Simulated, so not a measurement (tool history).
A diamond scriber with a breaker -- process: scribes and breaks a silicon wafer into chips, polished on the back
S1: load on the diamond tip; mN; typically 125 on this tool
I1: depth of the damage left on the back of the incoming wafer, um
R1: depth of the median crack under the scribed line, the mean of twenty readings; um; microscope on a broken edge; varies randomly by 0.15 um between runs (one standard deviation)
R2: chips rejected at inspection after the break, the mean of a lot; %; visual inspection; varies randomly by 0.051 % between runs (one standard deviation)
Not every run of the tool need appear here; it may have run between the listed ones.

{"run": 1, "hour": 0.0, "S1": 152, "I1": 0.01, "R1": 10.27, "R2": 5.67}
{"run": 2, "hour": 7.2, "S1": 152, "I1": 0.01, "R1": 10.02, "R2": 5.87}
{"run": 3, "hour": 18.9, "S1": 125, "I1": 0.03, "R1": 8.49, "R2": 0.82}
{"run": 4, "hour": 26.4, "S1": 125, "I1": 0.02, "R1": 8.67, "R2": 0.74}
{"run": 5, "hour": 33.8, "S1": 125, "I1": 0.01, "R1": 8.62, "R2": 0.83}
{"run": 6, "hour": 51.3, "S1": 125, "I1": 0.02, "R1": 8.6, "R2": 0.77}
{"run": 7, "hour": 62.6, "S1": 117, "I1": 0.04, "R1": 8.13, "R2": 1.43}
{"run": 8, "hour": 71.9, "S1": 117, "I1": 0.03, "R1": 8.06, "R2": 1.25}
{"run": 9, "hour": 85.1, "S1": 117, "I1": 0.03, "R1": 8.16, "R2": 1.58}
{"run": 10, "hour": 101.8, "S1": 125, "I1": 0.05, "R1": 8.57, "R2": 0.78}
{"run": 11, "hour": 112.2, "S1": 125, "I1": 0.01, "R1": 8.64, "R2": 0.82}
{"run": 12, "hour": 119.2, "S1": 125, "I1": 0.04, "R1": 8.82, "R2": 0.69}
{"hour": 128.0, "done": "diamond tip replaced by a new one"}
{"run": 13, "hour": 128.5, "S1": 125, "I1": 0.03, "R1": 8.46, "R2": 0.69}
{"run": 14, "hour": 142.9, "S1": 125, "I1": 0.02, "R1": 8.53, "R2": 0.78}
{"run": 15, "hour": 157.3, "S1": 150, "I1": 0.03, "R1": 10.54, "R2": 5.11}
{"run": 16, "hour": 174.8, "S1": 125, "I1": 0.02, "R1": 8.49, "R2": 0.78}
{"hour": 177.3, "done": "load on the tip recalibrated"}
{"run": 17, "hour": 191.7, "S1": 141, "I1": 0.04, "R1": 9.81, "R2": 2.54}
{"run": 18, "hour": 198.8, "S1": 105, "I1": 0.03, "R1": 7.19, "R2": 5.22}
{"run": 19, "hour": 215.6, "S1": 102, "I1": 0.03, "R1": 6.86, "R2": 6.71}
{"run": 20, "hour": 231.3, "S1": 88, "I1": 0.04, "R1": 5.98, "R2": 20.11}
{"run": 21, "hour": 249.2, "S1": 125, "I1": 0.04, "R1": 8.52, "R2": 0.74}
{"run": 22, "hour": 263.1, "S1": 87, "I1": 0.01, "R1": 5.61, "R2": 23.3}
{"run": 23, "hour": 270.5, "S1": 97, "I1": 0.04, "R1": 6.59, "R2": 9.47}
{"run": 24, "hour": 282.8, "S1": 143, "I1": 0.02, "R1": 9.54, "R2": 3.06}
{"run": 25, "hour": 290.1, "S1": 143, "I1": 0.04, "R1": 9.75, "R2": 2.86}
{"run": 26, "hour": 307.5, "S1": 125, "I1": 0.05, "R1": 8.44, "R2": 0.73}

5 ways to go on from here, each from the tool as it stands after run 26. What would each give?
{"run": "A", "hour": 308.1, "S1": 94, "I1": 0.02, "R1": "?", "R2": "?"}
{"run": "B", "hour": 308.1, "S1": 107, "I1": 0.02, "R1": "?", "R2": "?"}
{"run": "C", "hour": 308.1, "S1": 161, "I1": 0.02, "R1": "?", "R2": "?"}
{"run": "D", "hour": 308.1, "S1": 96, "I1": 0.02, "R1": "?", "R2": "?"}
{"run": "E", "hour": 308.1, "S1": 89, "I1": 0.02, "R1": "?", "R2": "?"}

run=A R1=6.23 R2=12.29
run=B R1=7.24 R2=4.02
run=C R1=10.86 R2=7.74
run=D R1=6.4 R2=10.59
run=E R1=5.82 R2=17.32
Without the tool's unlogged condition, the same runs would have read:
run=A R1=6.23 R2=12.29
run=B R1=7.24 R2=4.02
run=C R1=10.86 R2=7.74
run=D R1=6.4 R2=10.59
run=E R1=5.82 R2=17.32
